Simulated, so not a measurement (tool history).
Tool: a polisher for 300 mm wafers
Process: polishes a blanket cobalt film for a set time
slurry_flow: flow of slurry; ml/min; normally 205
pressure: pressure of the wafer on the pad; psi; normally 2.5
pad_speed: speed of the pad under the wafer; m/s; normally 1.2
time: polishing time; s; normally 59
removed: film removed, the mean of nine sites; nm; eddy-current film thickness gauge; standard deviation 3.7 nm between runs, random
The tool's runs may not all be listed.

| run | day | slurry_flow | pressure | pad_speed | time | incoming thickness of the incoming film, nm | removed |
|---|---|---|---|---|---|---|---|
| 1 | 0 | 205 | 2.5 | 1.2 | 59 | 1325.9 | 427.2 |
| 2 | 2.45 | 205 | 2.5 | 1.2 | 59 | 1306.2 | 418.6 |
| 3 | 6.733 | 205 | 2.5 | 1.2 | 59 | 1323.8 | 395.4 |
|  | 6.938 | worn pad replaced by a new one |
| 4 | 8.521 | 205 | 2.5 | 1.2 | 59 | 1321.7 | 430.8 |
| 5 | 11.892 | 205 | 2.5 | 1.2 | 59 | 1326.9 | 411.9 |
| 6 | 14.325 | 205 | 2.5 | 1.2 | 59 | 1340.8 | 410.9 |
|  | 16.1 | worn pad replaced by a new one |
| 7 | 16.912 | 205 | 2.5 | 0.94 | 59 | 1338 | 358.1 |
| 8 | 19.746 | 160 | 1.9 | 1.32 | 71 | 1352.9 | 400.7 |
| 9 | 23.008 | 250 | 1.8 | 1.2 | 41 | 1328.9 | 209.1 |
|  | 24.246 | slurry nozzle cleaned |
|  | 26.142 | worn pad replaced by a new one |
| 10 | 26.162 | 260 | 2.5 | 1.06 | 41 | 1335.1 | 279.4 |
| 11 | 29.904 | 250 | 2.5 | 1.54 | 77 | 1350.2 | 696.8 |
|  | 33.667 | head pressure recalibrated |
|  | 35.417 | worn pad replaced by a new one |
| 12 | 36.175 | 205 | 2.5 | 1.2 | 59 | 1314.6 | 437.3 |
| 13 | 40.104 | 155 | 1.8 | 1.2 | 45 | 1337.7 | 218.4 |
|  | 43.55 | worn pad replaced by a new one |
| 14 | 44.204 | 205 | 2.5 | 1.44 | 59 | 1327.6 | 510 |

For each run, what was the tool's unlogged condition?
slurry flow missing at the pad, %: 0 at every run
deviation of the head's pressure from its setpoint, %: 0 at every run
H1: removal rate lost through wear of the pad, %
| run | H1 |
|---|---|
| 1 | 2.61 |
| 2 | 4.95 |
| 3 | 9.04 |
| 4 | 2.99 |
| 5 | 6.21 |
| 6 | 8.53 |
| 7 | 1.06 |
| 8 | 3.76 |
| 9 | 6.88 |
| 10 | 0.732 |
| 11 | 4.3 |
| 12 | 1.05 |
| 13 | 4.8 |
| 14 | 2.24 |
